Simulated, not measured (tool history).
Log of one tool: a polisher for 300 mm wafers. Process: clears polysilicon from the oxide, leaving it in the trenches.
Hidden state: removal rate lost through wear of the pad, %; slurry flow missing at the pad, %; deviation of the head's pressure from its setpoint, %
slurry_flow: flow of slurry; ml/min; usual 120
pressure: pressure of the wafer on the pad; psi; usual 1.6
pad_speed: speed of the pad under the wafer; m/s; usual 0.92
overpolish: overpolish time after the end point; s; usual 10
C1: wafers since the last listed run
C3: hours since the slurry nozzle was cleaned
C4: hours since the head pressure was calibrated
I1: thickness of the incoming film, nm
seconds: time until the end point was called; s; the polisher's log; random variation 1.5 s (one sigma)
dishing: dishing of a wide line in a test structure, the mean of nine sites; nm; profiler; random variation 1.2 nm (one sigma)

run 1 hour=0.0 | slurry_flow=120 pressure=1.6 pad_speed=0.92 overpolish=5 | C1=0 wafers_polished_on_this_pad=179 C3=346.2 C4=949.4 | I1=685.4 | seconds=108.4 dishing=27.9
-- hour=44.0 head pressure recalibrated
run 2 hour=54.4 | slurry_flow=120 pressure=1.6 pad_speed=0.92 overpolish=5 | C1=469 wafers_polished_on_this_pad=649 C3=400.6 C4=10.4 | I1=679.8 | seconds=113.2 dishing=28.4
run 3 hour=121.2 | slurry_flow=120 pressure=1.6 pad_speed=0.92 overpolish=10 | C1=598 wafers_polished_on_this_pad=1248 C3=467.4 C4=77.2 | I1=669.0 | seconds=109.9 dishing=46.6
run 4 hour=163.5 | slurry_flow=120 pressure=1.6 pad_speed=0.92 overpolish=10 | C1=379 wafers_polished_on_this_pad=1627 C3=509.7 C4=119.5 | I1=677.9 | seconds=113.9 dishing=47.7
run 5 hour=215.8 | slurry_flow=120 pressure=1.3 pad_speed=0.92 overpolish=10 | C1=468 wafers_polished_on_this_pad=2096 C3=562.0 C4=171.8 | I1=677.1 | seconds=136.0 dishing=40.5
run 6 hour=271.0 | slurry_flow=120 pressure=1.3 pad_speed=0.92 overpolish=10 | C1=494 wafers_polished_on_this_pad=2591 C3=617.2 C4=227.0 | I1=685.7 | seconds=140.0 dishing=39.5
run 7 hour=312.7 | slurry_flow=120 pressure=1.3 pad_speed=0.92 overpolish=10 | C1=373 wafers_polished_on_this_pad=2964 C3=658.9 C4=268.7 | I1=673.3 | seconds=142.7 dishing=38.6
-- hour=331.3 slurry nozzle cleaned
run 8 hour=380.5 | slurry_flow=120 pressure=1.6 pad_speed=0.92 overpolish=11 | C1=598 wafers_polished_on_this_pad=3563 C3=49.2 C4=336.5 | I1=674.0 | seconds=108.3 dishing=51.2
run 9 hour=431.9 | slurry_flow=120 pressure=1.6 pad_speed=0.92 overpolish=11 | C1=460 wafers_polished_on_this_pad=4024 C3=100.6 C4=387.9 | I1=692.8 | seconds=107.2 dishing=51.3
run 10 hour=499.9 | slurry_flow=120 pressure=1.3 pad_speed=0.92 overpolish=13 | C1=609 wafers_polished_on_this_pad=4634 C3=168.6 C4=455.9 | I1=683.0 | seconds=131.9 dishing=49.9
-- hour=533.0 worn pad replaced by a new one
run 11 hour=533.8 | slurry_flow=120 pressure=1.3 pad_speed=0.92 overpolish=13 | C1=268 wafers_polished_on_this_pad=7 C3=202.5 C4=489.8 | I1=695.4 | seconds=134.9 dishing=52.0
run 12 hour=587.2 | slurry_flow=120 pressure=1.3 pad_speed=0.92 overpolish=13 | C1=478 wafers_polished_on_this_pad=485 C3=255.9 C4=543.2 | I1=692.9 | seconds=133.6 dishing=51.7
run 13 hour=641.9 | slurry_flow=120 pressure=1.6 pad_speed=0.92 overpolish=10 | C1=490 wafers_polished_on_this_pad=976 C3=310.6 C4=597.9 | I1=676.0 | seconds=111.4 dishing=46.4
run 14 hour=691.9 | slurry_flow=120 pressure=1.6 pad_speed=0.92 overpolish=10 | C1=448 wafers_polished_on_this_pad=1424 C3=360.6 C4=647.9 | I1=680.1 | seconds=109.5 dishing=48.1
run 15 hour=726.1 | slurry_flow=120 pressure=1.3 pad_speed=0.92 overpolish=10 | C1=306 wafers_polished_on_this_pad=1731 C3=394.8 C4=682.1 | I1=692.8 | seconds=137.0 dishing=40.4
run 16 hour=768.0 | slurry_flow=120 pressure=1.1 pad_speed=0.92 overpolish=6 | C1=375 wafers_polished_on_this_pad=2106 C3=436.7 C4=724.0 | I1=678.0 | seconds=155.4 dishing=25.0
run 17 hour=818.4 | slurry_flow=85 pressure=1.6 pad_speed=0.74 overpolish=16 | C1=451 wafers_polished_on_this_pad=2558 C3=487.1 C4=774.4 | I1=676.7 | seconds=152.5 dishing=52.9
run 18 hour=888.8 | slurry_flow=120 pressure=1.4 pad_speed=0.78 overpolish=10 | C1=631 wafers_polished_on_this_pad=3189 C3=557.5 C4=844.8 | I1=680.3 | seconds=153.0 dishing=37.5
-- hour=941.9 slurry nozzle cleaned
run 19 hour=942.7 | slurry_flow=120 pressure=1.1 pad_speed=1.14 overpolish=14 | C1=474 wafers_polished_on_this_pad=3664 C3=0.8 C4=898.7 | I1=681.5 | seconds=119.9 dishing=56.0
run 20 hour=974.2 | slurry_flow=120 pressure=1.6 pad_speed=0.92 overpolish=10 | C1=282 wafers_polished_on_this_pad=3946 C3=32.3 C4=930.2 | I1=685.3 | seconds=109.3 dishing=48.1
run 21 hour=1003.9 | slurry_flow=120 pressure=1.9 pad_speed=0.82 overpolish=10 | C1=266 wafers_polished_on_this_pad=4212 C3=62.0 C4=959.9 | I1=675.7 | seconds=105.5 dishing=51.9
-- hour=1063.7 worn pad replaced by a new one
run 22 hour=1074.3 | slurry_flow=150 pressure=2.1 pad_speed=0.92 overpolish=10 | C1=595 wafers_polished_on_this_pad=95 C3=132.4 C4=1030.3 | I1=685.4 | seconds=82.5 dishing=58.5
-- hour=1087.7 head pressure recalibrated
run 23 hour=1138.9 | slurry_flow=100 pressure=1.6 pad_speed=0.80 overpolish=8 | C1=561 wafers_polished_on_this_pad=656 C3=197.0 C4=51.2 | I1=681.9 | seconds=133.0 dishing=35.7
run 24 hour=1198.2 | slurry_flow=80 pressure=2.2 pad_speed=0.92 overpolish=8 | C1=531 wafers_polished_on_this_pad=1188 C3=256.3 C4=110.5 | I1=673.8 | seconds=89.8 dishing=48.0
run 25 hour=1268.4 | slurry_flow=120 pressure=1.6 pad_speed=0.92 overpolish=10 | C1=629 wafers_polished_on_this_pad=1817 C3=326.5 C4=180.7 | I1=685.2 | seconds=115.8 dishing=45.8
run 26 hour=1335.3 | slurry_flow=120 pressure=1.6 pad_speed=0.92 overpolish=15 | C1=599 wafers_polished_on_this_pad=2417 C3=393.4 C4=247.6 | I1=686.5 | seconds=114.4 dishing=59.7
run 27 hour=1385.8 | slurry_flow=120 pressure=1.6 pad_speed=0.92 overpolish=10 | C1=452 wafers_polished_on_this_pad=2870 C3=443.9 C4=298.1 | I1=669.7 | seconds=112.9 dishing=45.8
run 28 hour=1447.3 | slurry_flow=140 pressure=1.6 pad_speed=0.92 overpolish=10 | C1=551 wafers_polished_on_this_pad=3421 C3=505.4 C4=359.6 | I1=673.7 | seconds=110.6 dishing=46.6
-- hour=1484.9 slurry nozzle cleaned
run 29 hour=1507.4 | slurry_flow=85 pressure=1.6 pad_speed=1.02 overpolish=7 | C1=529 wafers_polished_on_this_pad=3951 C3=22.5 C4=419.7 | I1=675.8 | seconds=105.0 dishing=39.6
-- hour=1532.9 worn pad replaced by a new one
run 30 hour=1706.9 | slurry_flow=90 pressure=1.8 pad_speed=0.92 overpolish=15 | C1=1752 wafers_polished_on_this_pad=1559 C3=222.0 C4=619.2 | I1=675.8 | seconds=105.8 dishing=61.7
run 31 hour=1760.7 | slurry_flow=120 pressure=1.6 pad_speed=0.92 overpolish=10 | C1=482 wafers_polished_on_this_pad=2042 C3=275.8 C4=673.0 | I1=688.2 | seconds=114.1 dishing=48.1
run 32 hour=1801.3 | slurry_flow=120 pressure=1.6 pad_speed=0.92 overpolish=10 | C1=364 wafers_polished_on_this_pad=2406 C3=316.4 C4=713.6 | I1=670.9 | seconds=111.1 dishing=47.3
run 33 hour=1869.6 | slurry_flow=120 pressure=1.6 pad_speed=0.92 overpolish=15 | C1=612 wafers_polished_on_this_pad=3018 C3=384.7 C4=781.9 | I1=686.3 | seconds=115.5 dishing=59.4
run 34 hour=1913.8 | slurry_flow=145 pressure=1.6 pad_speed=0.92 overpolish=10 | C1=396 wafers_polished_on_this_pad=3414 C3=428.9 C4=826.1 | I1=684.7 | seconds=108.4 dishing=48.1
run 35 hour=1978.2 | slurry_flow=120 pressure=1.6 pad_speed=0.76 overpolish=10 | C1=577 wafers_polished_on_this_pad=3992 C3=493.3 C4=890.5 | I1=678.8 | seconds=143.1 dishing=40.0

What the log doesn't show, run by run:
removal rate lost through wear of the pad, %: 0 in every run
deviation of the head's pressure from its setpoint, %: 0 in every run
H1: slurry flow missing at the pad, %
run=1 H1=20.3
run=2 H1=23.2
run=3 H1=26.9
run=4 H1=29.2
run=5 H1=32
run=6 H1=35
run=7 H1=37.3
run=8 H1=4.9
run=9 H1=7.69
run=10 H1=11.4
run=11 H1=13.2
run=12 H1=16.1
run=13 H1=19.1
run=14 H1=21.8
run=15 H1=23.6
run=16 H1=25.9
run=17 H1=28.7
run=18 H1=32.5
run=19 H1=5.43
run=20 H1=7.14
run=21 H1=8.75
run=22 H1=12.6
run=23 H1=16.1
run=24 H1=19.3
run=25 H1=23.1
run=26 H1=26.7
run=27 H1=29.5
run=28 H1=32.8
run=29 H1=3.74
run=30 H1=14.6
run=31 H1=17.5
run=32 H1=19.7
run=33 H1=23.4
run=34 H1=25.8
run=35 H1=29.3
